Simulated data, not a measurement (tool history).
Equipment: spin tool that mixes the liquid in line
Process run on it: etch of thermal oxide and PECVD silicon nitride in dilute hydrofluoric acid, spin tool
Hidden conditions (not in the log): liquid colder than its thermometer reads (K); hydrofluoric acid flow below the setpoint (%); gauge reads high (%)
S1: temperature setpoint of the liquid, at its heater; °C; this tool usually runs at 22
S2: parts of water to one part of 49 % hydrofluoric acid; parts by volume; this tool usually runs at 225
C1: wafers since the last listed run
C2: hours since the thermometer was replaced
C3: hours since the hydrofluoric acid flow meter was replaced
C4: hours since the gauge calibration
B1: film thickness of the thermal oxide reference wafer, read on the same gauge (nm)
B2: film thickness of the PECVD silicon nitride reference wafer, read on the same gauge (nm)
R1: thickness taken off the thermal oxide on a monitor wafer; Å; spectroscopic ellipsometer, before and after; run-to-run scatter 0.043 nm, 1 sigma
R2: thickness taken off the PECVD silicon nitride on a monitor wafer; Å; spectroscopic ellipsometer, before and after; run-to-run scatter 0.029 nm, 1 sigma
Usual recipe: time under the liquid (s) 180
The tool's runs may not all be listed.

{"run": 1, "hour": 0.0, "S1": 22, "S2": 225, "time under the liquid (s)": 180, "C1": 0, "C2": 1234, "C3": 297.1, "C4": 276.2, "B1": 69.98, "B2": 79.955, "R1": 32.24, "R2": 34.72}
{"run": 2, "hour": 63.5, "S1": 22, "S2": 225, "time under the liquid (s)": 255, "C1": 351, "C2": 1297.5, "C3": 360.6, "C4": 339.7, "B1": 69.993, "B2": 80.015, "R1": 46.86, "R2": 48.36}
{"run": 3, "hour": 139.0, "S1": 22, "S2": 225, "time under the liquid (s)": 255, "C1": 417, "C2": 1373, "C3": 436.1, "C4": 415.2, "B1": 69.99, "B2": 80.043, "R1": 45.1, "R2": 47.85}
{"run": 4, "hour": 181.1, "S1": 22, "S2": 225, "time under the liquid (s)": 180, "C1": 233, "C2": 1415.1, "C3": 478.2, "C4": 457.3, "B1": 69.972, "B2": 79.998, "R1": 31.63, "R2": 33.83}
{"hour": 199.0, "done": "hydrofluoric acid flow meter replaced"}
{"run": 5, "hour": 259.0, "S1": 22, "S2": 225, "time under the liquid (s)": 180, "C1": 425, "C2": 1493, "C3": 60, "C4": 535.2, "B1": 70.038, "B2": 80.011, "R1": 34.03, "R2": 35.3}
{"run": 6, "hour": 380.6, "S1": 22, "S2": 225, "time under the liquid (s)": 180, "C1": 673, "C2": 1614.6, "C3": 181.6, "C4": 656.8, "B1": 70.034, "B2": 80.04, "R1": 32.46, "R2": 35.47}
{"run": 7, "hour": 431.6, "S1": 22, "S2": 225, "time under the liquid (s)": 155, "C1": 282, "C2": 1665.6, "C3": 232.6, "C4": 707.8, "B1": 70.062, "B2": 80.049, "R1": 28.34, "R2": 29.98}
{"run": 8, "hour": 521.3, "S1": 22, "S2": 225, "time under the liquid (s)": 155, "C1": 496, "C2": 1755.3, "C3": 322.3, "C4": 797.5, "B1": 70.009, "B2": 80, "R1": 28.05, "R2": 29.97}
{"run": 9, "hour": 605.1, "S1": 21, "S2": 225, "time under the liquid (s)": 180, "C1": 463, "C2": 1839.1, "C3": 406.1, "C4": 881.3, "B1": 70.032, "B2": 79.979, "R1": 31.15, "R2": 32.38}
{"run": 10, "hour": 656.2, "S1": 21, "S2": 225, "time under the liquid (s)": 180, "C1": 282, "C2": 1890.2, "C3": 457.2, "C4": 932.4, "B1": 70.032, "B2": 79.968, "R1": 30.93, "R2": 32.31}
{"hour": 713.7, "done": "hydrofluoric acid flow meter replaced"}
{"run": 11, "hour": 760.3, "S1": 21, "S2": 225, "time under the liquid (s)": 180, "C1": 570, "C2": 1994.3, "C3": 46.6, "C4": 1036.5, "B1": 70, "B2": 79.994, "R1": 27.39, "R2": 29.96}
{"run": 12, "hour": 824.7, "S1": 22, "S2": 225, "time under the liquid (s)": 180, "C1": 356, "C2": 2058.7, "C3": 111, "C4": 1100.9, "B1": 69.959, "B2": 79.965, "R1": 28.69, "R2": 31.89}
{"run": 13, "hour": 897.5, "S1": 19, "S2": 120, "time under the liquid (s)": 110, "C1": 403, "C2": 2131.5, "C3": 183.8, "C4": 1173.7, "B1": 70.012, "B2": 80.007, "R1": 33.31, "R2": 28.67}
{"run": 14, "hour": 966.0, "S1": 25.5, "S2": 225, "time under the liquid (s)": 280, "C1": 379, "C2": 2200, "C3": 252.3, "C4": 1242.2, "B1": 70.047, "B2": 79.996, "R1": 50.27, "R2": 59.63}
{"hour": 1026.9, "done": "hydrofluoric acid flow meter replaced, repeated, since the last time left the tool worse"}
{"run": 15, "hour": 1060.2, "S1": 19.5, "S2": 280, "time under the liquid (s)": 280, "C1": 515, "C2": 2294.2, "C3": 33.3, "C4": 1336.4, "B1": 69.972, "B2": 79.995, "R1": 36.98, "R2": 38.43}
{"run": 16, "hour": 1135.7, "S1": 22, "S2": 225, "time under the liquid (s)": 180, "C1": 417, "C2": 2369.7, "C3": 108.8, "C4": 1411.9, "B1": 69.97, "B2": 80.027, "R1": 33.95, "R2": 35.58}
{"hour": 1196.1, "done": "thermometer replaced"}
{"run": 17, "hour": 1424.0, "S1": 22, "S2": 225, "time under the liquid (s)": 180, "C1": 1590, "C2": 227.9, "C3": 397.1, "C4": 1700.2, "B1": 70.007, "B2": 80.047, "R1": 32.46, "R2": 34.46}
{"hour": 1515.8, "done": "hydrofluoric acid flow meter replaced"}
{"run": 18, "hour": 1518.0, "S1": 26, "S2": 145, "time under the liquid (s)": 70, "C1": 514, "C2": 321.9, "C3": 2.2, "C4": 1794.2, "B1": 70.003, "B2": 80.014, "R1": 26.11, "R2": 28.14}
{"run": 19, "hour": 1610.9, "S1": 24, "S2": 185, "time under the liquid (s)": 70, "C1": 514, "C2": 414.8, "C3": 95.1, "C4": 1887.1, "B1": 69.991, "B2": 80.024, "R1": 17.97, "R2": 19.15}
{"hour": 1617.9, "done": "gauge calibrated"}
{"run": 20, "hour": 1678.7, "S1": 22, "S2": 315, "time under the liquid (s)": 180, "C1": 375, "C2": 482.6, "C3": 162.9, "C4": 60.8, "B1": 70.008, "B2": 79.997, "R1": 22.07, "R2": 25.38}
{"run": 21, "hour": 1724.5, "S1": 23.5, "S2": 225, "time under the liquid (s)": 240, "C1": 253, "C2": 528.4, "C3": 208.7, "C4": 106.6, "B1": 70.023, "B2": 80.006, "R1": 46.37, "R2": 52.39}
{"run": 22, "hour": 1802.6, "S1": 22, "S2": 225, "time under the liquid (s)": 180, "C1": 432, "C2": 606.5, "C3": 286.8, "C4": 184.7, "B1": 69.941, "B2": 80.042, "R1": 32.98, "R2": 35.12}
{"run": 23, "hour": 1877.7, "S1": 24, "S2": 260, "time under the liquid (s)": 110, "C1": 415, "C2": 681.6, "C3": 361.9, "C4": 259.8, "B1": 70.044, "B2": 79.953, "R1": 18.47, "R2": 20.85}
{"run": 24, "hour": 1964.1, "S1": 26.5, "S2": 315, "time under the liquid (s)": 285, "C1": 478, "C2": 768, "C3": 448.3, "C4": 346.2, "B1": 69.999, "B2": 80.004, "R1": 38.96, "R2": 51.22}
{"run": 25, "hour": 2058.9, "S1": 20, "S2": 175, "time under the liquid (s)": 90, "C1": 524, "C2": 862.8, "C3": 543.1, "C4": 441, "B1": 70.033, "B2": 79.989, "R1": 19.95, "R2": 19.01}

3 ways to go on from here, each from the tool as it stands after run 25. What would each give?
{"run": "A", "hour": 2059.4, "S1": 26, "S2": 225, "time under the liquid (s)": 180, "C1": 2, "C2": 863.3, "C3": 543.6, "C4": 441.5, "B1": "?", "B2": "?", "R1": "?", "R2": "?"}
{"run": "B", "hour": 2059.4, "S1": 22, "S2": 195, "time under the liquid (s)": 85, "C1": 2, "C2": 863.3, "C3": 543.6, "C4": 441.5, "B1": "?", "B2": "?", "R1": "?", "R2": "?"}
{"run": "C", "hour": 2059.4, "S1": 18.5, "S2": 225, "time under the liquid (s)": 135, "C1": 2, "C2": 863.3, "C3": 543.6, "C4": 441.5, "B1": "?", "B2": "?", "R1": "?", "R2": "?"}

run=A B1=70.008 B2=79.97 R1=36.9 R2=44.01
run=B B1=70.008 B2=79.97 R1=17.97 R2=18.63
run=C B1=70.008 B2=79.97 R1=21 R2=20.52
Stripped of hidden state, with their random variation kept, the same runs would have yielded:
run=A R1=39.93 R2=46.88
run=B R1=19.39 R2=19.82
run=C R1=22.67 R2=21.8

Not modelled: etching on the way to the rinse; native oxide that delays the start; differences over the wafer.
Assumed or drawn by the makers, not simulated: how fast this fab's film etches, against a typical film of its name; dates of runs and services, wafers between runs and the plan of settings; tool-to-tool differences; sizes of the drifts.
